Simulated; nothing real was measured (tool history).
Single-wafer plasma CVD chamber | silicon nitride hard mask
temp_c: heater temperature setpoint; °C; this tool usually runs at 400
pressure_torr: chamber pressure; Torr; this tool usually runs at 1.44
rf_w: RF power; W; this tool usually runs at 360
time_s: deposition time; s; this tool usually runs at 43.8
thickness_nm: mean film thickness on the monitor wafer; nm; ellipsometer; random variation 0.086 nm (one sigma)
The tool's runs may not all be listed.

run,day,temp_c,pressure_torr,rf_w,time_s,wafers since the last listed run,hours since the last thermocouple change,hours since the last RF generator calibration,hours since the last manometer calibration,hours since the showerhead was replaced,hours since the gauge calibration,"read-back reference wafer on the same gauge, thickness_nm",thickness_nm
1,0,400,1.44,360,48.3,0,2095.4,2023.4,1726.7,5279.1,26.8,48.906,56.954
2,0.408,400,1.44,360,43.8,233,2105.2,2033.2,1736.5,5288.9,36.6,48.906,51.807
3,0.875,400,1.44,360,43.8,267,2116.4,2044.4,1747.7,5300.1,47.8,48.907,51.785
4,2.262,396,1.44,360,43.8,794,2149.7,2077.7,1781,5333.4,81.1,48.901,51.758
5,2.829,400,1.54,360,43.8,324,2163.3,2091.3,1794.6,5347,94.7,48.918,53.388
6,3.267,400,1.54,360,43.8,250,2173.8,2101.8,1805.1,5357.5,105.2,48.896,53.381
7,3.6,400,1.54,360,43.8,190,2181.8,2109.8,1813.1,5365.5,113.2,48.903,53.307
# day 3.988: RF generator calibrated
# day 4.075: capacitance manometer re-zeroed and calibrated
8,4.225,412,1.59,360,43.8,118,2196.8,5.7,3.6,5380.5,128.2,48.907,59.805
9,4.962,400,1.44,360,49.8,422,2214.5,23.4,21.3,5398.2,145.9,48.903,65.006
# day 5.817: thermocouple changed; heater temperature recalibrated
10,5.838,400,1.44,360,49.8,310,0.5,44.4,42.3,5419.2,166.9,48.893,64.991
11,6.004,400,1.44,360,43.8,95,4.5,48.4,46.3,5423.2,170.9,48.896,57.127
12,6.567,414,1.44,360,43.8,322,18,61.9,59.8,5436.7,184.4,48.896,56.732
13,6.904,392,1.44,400,48.6,193,26.1,70,67.9,5444.8,192.5,48.894,68.323
# day 7.025: gauge calibrated
14,7.5,400,1.44,405,37.8,341,40.4,84.3,82.2,5459.1,11.4,48.907,53.258
# day 8.058: showerhead replaced
15,8.079,415,1.31,360,43.8,140,54.3,98.2,96.1,0.5,25.3,48.902,53.869
16,8.996,400,1.6,305,43.8,525,76.3,120.2,118.1,22.5,47.3,48.906,52.6
17,9.304,400,1.17,360,36,176,83.7,127.6,125.5,29.9,54.7,48.91,41.735
18,9.971,405,1.44,415,43.8,381,99.7,143.6,141.5,45.9,70.7,48.902,62.438
19,10.4,407,1.25,360,38.7,245,110,153.9,151.8,56.2,81,48.901,46.481
20,10.704,400,1.44,360,49.8,174,117.3,161.2,159.1,63.5,88.3,48.906,64.299
21,11.233,392,1.44,300,40.8,303,130,173.9,171.8,76.2,101,48.89,45.943

Measured minus without-hidden-state, run by run (identical run-to-run variation in each term; gauge scatter may differ):
Hidden state present: wafer temperature above the value expected at the setpoint (K); delivered RF power above the setpoint (%); true pressure above the setpoint (%); gauge reads high (%).
run,thickness_nm
1,-6.322
2,-5.772
3,-5.794
4,-5.864
5,-5.976
6,-5.999
7,-6.008
8,-0.227
9,-0.344
10,-0.465
11,-0.429
12,-0.493
13,-0.607
14,-0.536
15,-0.645
16,-0.736
17,-0.625
18,-0.93
19,-0.804
20,-1.092
21,-0.865
